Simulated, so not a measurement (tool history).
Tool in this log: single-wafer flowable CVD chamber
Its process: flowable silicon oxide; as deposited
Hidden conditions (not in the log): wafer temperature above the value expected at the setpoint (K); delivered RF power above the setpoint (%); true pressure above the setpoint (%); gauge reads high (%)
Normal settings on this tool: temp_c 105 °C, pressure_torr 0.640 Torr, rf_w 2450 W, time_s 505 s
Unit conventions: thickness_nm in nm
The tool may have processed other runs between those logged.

run,day,temp_c,pressure_torr,rf_w,time_s,wafers since the last listed run,hours since the last thermocouple change,hours since the last RF generator calibration,hours since the last manometer calibration,hours since the showerhead was replaced,hours since the gauge calibration,"read-back reference wafer on the same gauge, thickness_nm",thickness_nm
1,0.000,101,0.722,2450,505,0,1162.3,1141.7,1047.9,2790.7,1387.3,167.985,252.463
# day 0.700: showerhead replaced
2,1.162,101,0.722,2450,505,67,1190.2,1169.6,1075.8,11.1,1415.2,167.969,253.334
3,3.758,105,0.640,2450,476,211,1252.5,1231.9,1138.1,73.4,1477.5,167.955,186.477
4,4.854,105,0.640,2450,476,89,1278.8,1258.2,1164.4,99.7,1503.8,168.008,186.525
# day 6.950: RF generator calibrated
5,6.971,105,0.640,2450,505,145,1329.6,0.5,1215.2,150.5,1554.6,168.032,201.681
6,8.942,105,0.640,2450,505,160,1376.9,47.8,1262.5,197.8,1601.9,168.003,201.554
# day 10.362: capacitance manometer re-zeroed and calibrated
7,11.350,105,0.640,2450,505,169,1434.7,105.6,23.7,255.6,1659.7,167.982,201.738
8,12.496,108,0.640,2205,505,93,1462.2,133.1,51.2,283.1,1687.2,167.997,179.637
# day 12.646: gauge calibrated
9,14.062,111,0.640,2450,505,127,1499.8,170.7,88.8,320.7,34.0,168.037,168.839
10,17.012,105,0.640,2450,505,240,1570.6,241.5,159.6,391.5,104.8,168.010,201.148
11,19.054,110,0.569,2650,505,166,1619.6,290.5,208.6,440.5,153.8,167.992,155.483
12,21.104,105,0.640,2450,505,167,1668.8,339.7,257.8,489.7,203.0,168.018,200.195
13,22.254,119,0.750,2450,592,93,1696.4,367.3,285.4,517.3,230.6,168.003,186.289
# day 23.267: thermocouple changed; heater temperature recalibrated
14,25.079,105,0.703,2450,505,203,43.5,435.1,353.2,585.1,298.4,168.139,221.177
15,26.417,105,0.640,2250,505,109,75.6,467.2,385.3,617.2,330.5,167.896,196.420
16,27.671,105,0.640,2450,505,102,105.7,497.3,415.4,647.3,360.6,167.957,199.150
17,28.733,119,0.761,2145,587,86,131.2,522.8,440.9,672.8,386.1,167.925,181.620
18,30.117,100,0.754,2895,505,112,164.4,556.0,474.1,706.0,419.3,168.007,282.270
19,32.254,98,0.742,2450,550,174,215.7,607.3,525.4,757.3,470.6,168.029,310.788
20,34.033,115,0.492,2730,603,145,258.4,650.0,568.1,800.0,513.3,167.923,140.190
21,36.279,105,0.640,2280,604,183,312.3,703.9,622.0,853.9,567.2,168.005,234.609
22,39.271,105,0.640,2450,505,244,384.1,775.7,693.8,925.7,639.0,168.129,200.088
23,42.158,105,0.640,2450,582,235,453.4,845.0,763.1,995.0,708.3,167.987,230.201
24,44.021,98,0.640,2450,505,152,498.1,889.7,807.8,1039.7,753.0,167.977,245.184
25,46.879,105,0.640,2450,505,233,566.7,958.3,876.4,1108.3,821.6,168.001,198.951
26,49.596,105,0.640,2185,505,221,631.9,1023.5,941.6,1173.5,886.8,168.026,194.516
27,51.083,105,0.640,2450,505,121,667.6,1059.2,977.3,1209.2,922.5,167.972,199.337
28,54.012,105,0.640,2450,505,239,737.9,1129.5,1047.6,1279.5,992.8,168.108,199.104

Predict each of these 4 candidate next runs independently; none follows another, all start after run 28:
A,54.033,105,0.640,2450,505,1,738.4,1130.0,1048.1,1280.0,993.3,?,?
B,54.033,93,0.640,2755,505,1,738.4,1130.0,1048.1,1280.0,993.3,?,?
C,54.033,105,0.545,2450,588,1,738.4,1130.0,1048.1,1280.0,993.3,?,?
D,54.033,113,0.691,2450,406,1,738.4,1130.0,1048.1,1280.0,993.3,?,?

run,"read-back reference wafer on the same gauge, thickness_nm",thickness_nm
A,167.962,198.893
B,167.962,289.232
C,167.962,197.131
D,167.962,137.081
Stripped of hidden state, with their random variation kept, the same runs would have yielded:
run,thickness_nm
A,201.509
B,291.974
C,199.725
D,138.884
